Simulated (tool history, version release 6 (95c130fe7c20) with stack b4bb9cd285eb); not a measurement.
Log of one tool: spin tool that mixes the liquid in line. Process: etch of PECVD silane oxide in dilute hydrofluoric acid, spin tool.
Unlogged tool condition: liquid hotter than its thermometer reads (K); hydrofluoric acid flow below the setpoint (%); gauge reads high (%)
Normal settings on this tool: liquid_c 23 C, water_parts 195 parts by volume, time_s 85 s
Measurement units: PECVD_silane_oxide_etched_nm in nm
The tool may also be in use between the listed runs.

run,hour,liquid_c,water_parts,time_s,wafers since the last listed run,hours since the thermometer was replaced,hours since the hydrofluoric acid flow meter was replaced,hours since the gauge calibration,"read-back film thickness of the PECVD silane oxide reference wafer, read on the same gauge (nm)",PECVD_silane_oxide_etched_nm
1,0,23,195,85,0,1760,998.1,230.9,110,12.84
2,83.3,23,195,85,1030,1843.3,1081.4,314.2,109.99,12.61
3,137.4,23,195,85,669,1897.4,1135.5,368.3,109.98,12.79
4,314.8,20.5,195,85,2195,2074.8,1312.9,545.7,110.01,11.76
5,399.5,23,195,85,1048,2159.5,1397.6,630.4,110,13
6,506.4,23,195,85,1322,2266.4,1504.5,737.3,110.02,12.99
7,607.9,23,195,85,1255,2367.9,1606,838.8,110.01,13.06
8,711.6,21.5,110,45,1283,2471.6,1709.7,942.5,109.98,12.69
# hour 786.1: thermometer replaced
# hour 805.4: hydrofluoric acid flow meter replaced
9,812.9,23,195,85,1228,26.8,7.5,1043.8,109.98,12.08
10,881.9,19.5,100,85,853,95.8,76.5,1112.8,110.01,22.75
# hour 973.4: gauge calibrated
11,977.6,27.5,195,110,1184,191.5,172.2,4.2,110.02,18.55
12,1053.4,23,195,85,937,267.3,248,80,110.02,12.28
13,1109,23,105,70,688,322.9,303.6,135.6,109.99,20.62
14,1170.3,20,115,55,758,384.2,364.9,196.9,110,12.88
15,1228,20,115,115,713,441.9,422.6,254.6,110.02,27.21

Some steps in PECVD_silane_oxide_etched_nm between neighbouring runs. How much of each would the tool show without its hidden state too (settings, what came in, random variation), and how much is left for the hidden state, with any gauge scatter that isn't in both results?
Run 8 -> 9: liquid_c 21.5 -> 23, water_parts 110 -> 195, time_s 45 -> 85, thermometer replaced, hydrofluoric acid flow meter replaced. PECVD_silane_oxide_etched_nm -0.61 nm: hidden state -1.08, all else +0.47.
Run 14 -> 15: time_s 55 -> 115. PECVD_silane_oxide_etched_nm +14.33 nm: hidden state +0.47, all else +13.86.
